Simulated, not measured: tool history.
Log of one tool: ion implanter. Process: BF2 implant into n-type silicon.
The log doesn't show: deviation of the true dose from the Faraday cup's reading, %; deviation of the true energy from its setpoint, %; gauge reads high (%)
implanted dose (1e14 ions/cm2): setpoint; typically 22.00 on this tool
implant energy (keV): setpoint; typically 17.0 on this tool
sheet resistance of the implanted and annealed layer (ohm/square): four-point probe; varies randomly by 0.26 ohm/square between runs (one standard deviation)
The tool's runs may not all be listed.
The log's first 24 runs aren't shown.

run	hour	implanted dose (1e14 ions/cm2)	implant energy (keV)	wafers since the last listed run	hours since the last dose calibration	hours since the extraction supply was calibrated	hours since the gauge calibration	read-back reference wafer on the same gauge, sheet resistance	sheet resistance of the implanted and annealed layer (ohm/square)
25	353.9	22.00	17.0	526	69.1	105.8	95.8	183.11	174.52
26	367.0	22.00	19.0	207	82.2	118.9	108.9	183.15	167.45
27	374.8	25.04	19.5	123	90.0	126.7	116.7	183.13	163.48
28	387.7	17.28	21.0	204	102.9	139.6	129.6	183.15	163.65
29	399.2	22.00	14.5	182	114.4	151.1	141.1	183.18	185.99
30	413.8	18.14	14.5	231	129.0	165.7	155.7	183.12	188.36
31	429.5	25.04	19.5	249	144.7	181.4	171.4	183.27	163.65
32	439.9	22.00	17.0	165	155.1	191.8	181.8	183.20	174.98
33	447.8	27.09	13.5	125	163.0	199.7	189.7	183.20	188.62
34	464.9	22.00	20.5	271	180.1	216.8	206.8	183.22	161.96
35	474.9	22.00	22.5	158	190.1	226.8	216.8	183.26	155.13
36	491.1	25.37	15.5	257	206.3	243.0	233.0	183.33	179.39
37	500.1	22.00	21.0	142	215.3	252.0	242.0	183.36	159.87

Here are 4 independent what-if runs from the current tool condition. What would each one return?
A	500.5	22.00	13.0	6	215.7	252.4	242.4	?	?
B	500.5	24.17	20.0	6	215.7	252.4	242.4	?	?
C	500.5	25.76	17.0	6	215.7	252.4	242.4	?	?
D	500.5	27.91	11.5	6	215.7	252.4	242.4	?	?

run	read-back reference wafer on the same gauge, sheet resistance	sheet resistance of the implanted and annealed layer (ohm/square)
A	183.24	193.04
B	183.24	162.05
C	183.24	172.67
D	183.24	198.88
With the hidden condition removed and each run's random variation left untouched, the same runs would have given:
run	sheet resistance of the implanted and annealed layer (ohm/square)
A	192.70
B	161.77
C	172.37
D	198.54
